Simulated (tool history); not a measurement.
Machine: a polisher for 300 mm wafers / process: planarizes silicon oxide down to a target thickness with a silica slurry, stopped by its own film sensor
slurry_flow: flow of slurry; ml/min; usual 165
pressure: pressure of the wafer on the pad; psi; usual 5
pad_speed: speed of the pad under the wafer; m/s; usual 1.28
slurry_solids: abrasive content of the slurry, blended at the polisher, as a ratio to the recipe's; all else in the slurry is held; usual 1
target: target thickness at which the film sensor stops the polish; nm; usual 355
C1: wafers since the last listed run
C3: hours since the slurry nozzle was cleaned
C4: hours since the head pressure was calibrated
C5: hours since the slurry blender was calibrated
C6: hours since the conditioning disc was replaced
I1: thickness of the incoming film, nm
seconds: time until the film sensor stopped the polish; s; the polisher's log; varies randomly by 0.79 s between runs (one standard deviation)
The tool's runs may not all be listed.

Run 1, hour 0: usual settings; C1 0; wafers polished on this pad 2590; C3 31.1; C4 111.8; C5 795.3; C6 528.3; I1 678.1. Result: seconds 79.6 s.
At hour 28.9: slurry blender recalibrated.
Run 2, hour 103: usual settings but pad_speed 1.16 m/s; C1 1376; wafers polished on this pad 3967; C3 134.1; C4 214.8; C5 74.1; C6 631.3; I1 676.2. Result: seconds 86.2 s.
Run 3, hour 159: usual settings; C1 763; wafers polished on this pad 4730; C3 190.1; C4 270.8; C5 130.1; C6 687.3; I1 671.9. Result: seconds 78.2 s.
Run 4, hour 215.6: usual settings but pressure 4.3 psi, pad_speed 1.04 m/s, slurry_solids 1.25, target 463 nm; C1 771; wafers polished on this pad 5502; C3 246.7; C4 327.4; C5 186.7; C6 743.9; I1 669.6. Result: seconds 59.3 s.
At hour 287.2: conditioning disc replaced and pad reconditioned.
Run 5, hour 291.8: usual settings but slurry_solids 0.75; C1 1011; wafers polished on this pad 6514; C3 322.9; C4 403.6; C5 262.9; C6 4.6; I1 669.7. Result: seconds 96.6 s.
Run 6, hour 380: usual settings but slurry_flow 215 ml/min, slurry_solids 1.25; C1 1202; wafers polished on this pad 7716; C3 411.1; C4 491.8; C5 351.1; C6 92.8; I1 682.3. Result: seconds 71.7 s.
Run 7, hour 443.9: usual settings but pressure 6.7 psi, pad_speed 1.4 m/s, slurry_solids 0.8; C1 871; wafers polished on this pad 8587; C3 475; C4 555.7; C5 415; C6 156.7; I1 671.9. Result: seconds 69.6 s.
Run 8, hour 532.6: usual settings but pressure 5.7 psi, slurry_solids 1.25; C1 1209; wafers polished on this pad 9796; C3 563.7; C4 644.4; C5 503.7; C6 245.4; I1 682.3. Result: seconds 66.3 s.
Run 9, hour 575.8: usual settings; C1 588; wafers polished on this pad 10385; C3 606.9; C4 687.6; C5 546.9; C6 288.6; I1 674.2. Result: seconds 82.3 s.
Run 10, hour 668: usual settings but pressure 4 psi, pad_speed 1.64 m/s, slurry_solids 0.9, target 291 nm; C1 1256; wafers polished on this pad 11642; C3 699.1; C4 779.8; C5 639.1; C6 380.8; I1 657.5. Result: seconds 101.3 s.
At hour 724.9: worn pad replaced by a new one.
Run 11, hour 754.5: usual settings but slurry_flow 120 ml/min; C1 1124; wafers polished on this pad 403; C3 785.6; C4 866.3; C5 725.6; C6 467.3; I1 667.2. Result: seconds 81.5 s.
At hour 855.5: head pressure recalibrated.
At hour 862.3: slurry nozzle cleaned.
At hour 864.1: slurry blender recalibrated.
Run 12, hour 875.5: usual settings but slurry_solids 1.2, target 463 nm; C1 1583; wafers polished on this pad 1987; C3 13.2; C4 20; C5 11.4; C6 588.3; I1 678.1. Result: seconds 47.4 s.
Run 13, hour 971.9: usual settings but target 392 nm; C1 1314; wafers polished on this pad 3301; C3 109.6; C4 116.4; C5 107.8; C6 684.7; I1 667. Result: seconds 68.5 s.
Run 14, hour 1050.8: usual settings but slurry_solids 0.85, target 317 nm; C1 1075; wafers polished on this pad 4376; C3 188.5; C4 195.3; C5 186.7; C6 763.6; I1 657.2. Result: seconds 94.9 s.
Run 15, hour 1112.8: usual settings; C1 845; wafers polished on this pad 5222; C3 250.5; C4 257.3; C5 248.7; C6 825.6; I1 666.3. Result: seconds 78 s.
At hour 1183.5: conditioning disc replaced and pad reconditioned.
Run 16, hour 1219.2: usual settings but pressure 4 psi, pad_speed 1.64 m/s, slurry_solids 0.9, target 291 nm; C1 1423; wafers polished on this pad 6645; C3 356.9; C4 363.7; C5 355.1; C6 35.7; I1 678.6. Result: seconds 101.1 s.
Run 17, hour 1297: usual settings but slurry_flow 185 ml/min, pressure 5.8 psi, pad_speed 1.02 m/s; C1 1060; wafers polished on this pad 7706; C3 434.7; C4 441.5; C5 432.9; C6 113.5; I1 667.5. Result: seconds 81.7 s.
Run 18, hour 1352.9: usual settings but pressure 6.4 psi, slurry_solids 0.85; C1 762; wafers polished on this pad 8468; C3 490.6; C4 497.4; C5 488.8; C6 169.4; I1 662.2. Result: seconds 72 s.
Run 19, hour 1413.6: usual settings but pad_speed 1.08 m/s, slurry_solids 0.75; C1 827; wafers polished on this pad 9295; C3 551.3; C4 558.1; C5 549.5; C6 230.1; I1 658.4. Result: seconds 111.7 s.
Run 20, hour 1500.9: usual settings; C1 1190; wafers polished on this pad 10485; C3 638.6; C4 645.4; C5 636.8; C6 317.4; I1 671.3. Result: seconds 84.1 s.
At hour 1600.9: worn pad replaced by a new one.
At hour 1625.3: slurry nozzle cleaned.
At hour 1672.6: head pressure recalibrated.
Run 21, hour 1744.7: usual settings but pressure 5.8 psi; C1 3228; wafers polished on this pad 1920; C3 119.4; C4 72.1; C5 880.6; C6 561.2; I1 673.3. Result: seconds 69.2 s.

Forecast run 22:
At hour 1836.9: slurry blender recalibrated.
Run 22, hour 1943.5: usual settings but pressure 6 psi, pad_speed 1.58 m/s; C1 2682; wafers polished on this pad 4602; C3 318.2; C4 270.9; C5 106.6; C6 760; I1 667.3. Result: seconds ?.

seconds: 55.7 s
The same run, on a tool lacking any hidden state, would have yielded seconds 54.9 s.

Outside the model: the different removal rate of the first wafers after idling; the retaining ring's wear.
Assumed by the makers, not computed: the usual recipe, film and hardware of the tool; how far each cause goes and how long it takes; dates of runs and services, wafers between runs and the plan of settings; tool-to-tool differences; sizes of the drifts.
